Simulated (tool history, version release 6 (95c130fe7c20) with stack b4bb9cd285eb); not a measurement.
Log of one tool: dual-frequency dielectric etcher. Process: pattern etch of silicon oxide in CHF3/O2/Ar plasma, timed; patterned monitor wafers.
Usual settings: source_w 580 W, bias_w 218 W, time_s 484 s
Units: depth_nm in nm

run     day  source_w  bias_w  time_s  read-back reference wafer on the same gauge, depth_nm  depth_nm
  1       0       470     218     484                                                  858.4     853.7
  2   0.842       470     218     484                                                  860.9     858.1
  3   2.038       470     218     484                                                  858.8       865
  4   3.417       580     218     484                                                  861.3       972
  5   4.833       580     218     484                                                    858     976.7
  6   5.621       580     218     484                                                  860.6     970.9
  7   6.321       580     218     484                                                  859.8     973.4
  8   7.104       580     218     484                                                  862.3     968.9
  9   8.038       580     218   563.5                                                  860.3      1125
 10   8.696       580     218   563.5                                                  862.7    1130.3
      8.733  -- gauge calibrated
     10.592  -- upper electrode replaced
 11  10.612       480     229     484                                                  843.8     873.4
 12   10.65       480     229     484                                                  845.3     864.5
 13  12.033       460     218     484                                                  848.3     823.9
 14  13.212       580     218     484                                                  849.5     966.5
     13.475  -- bias power generator calibrated
 15  14.017       680     218     396                                                  850.5     854.8
     16.062  -- wet clean of the chamber
 16  16.083       510     238     484                                                  854.3     910.2
 17  16.392       500     201     584                                                  853.4    1054.8

Run 18 comes next. What will it give?
 18  17.029       580     218     484                                                      ?         ?

{"run 18": {"read-back reference wafer on the same gauge, depth_nm": 855.9, "depth_nm": 971.2}}
Without the tool's hidden state the same run would have given depth_nm 953.3 nm.
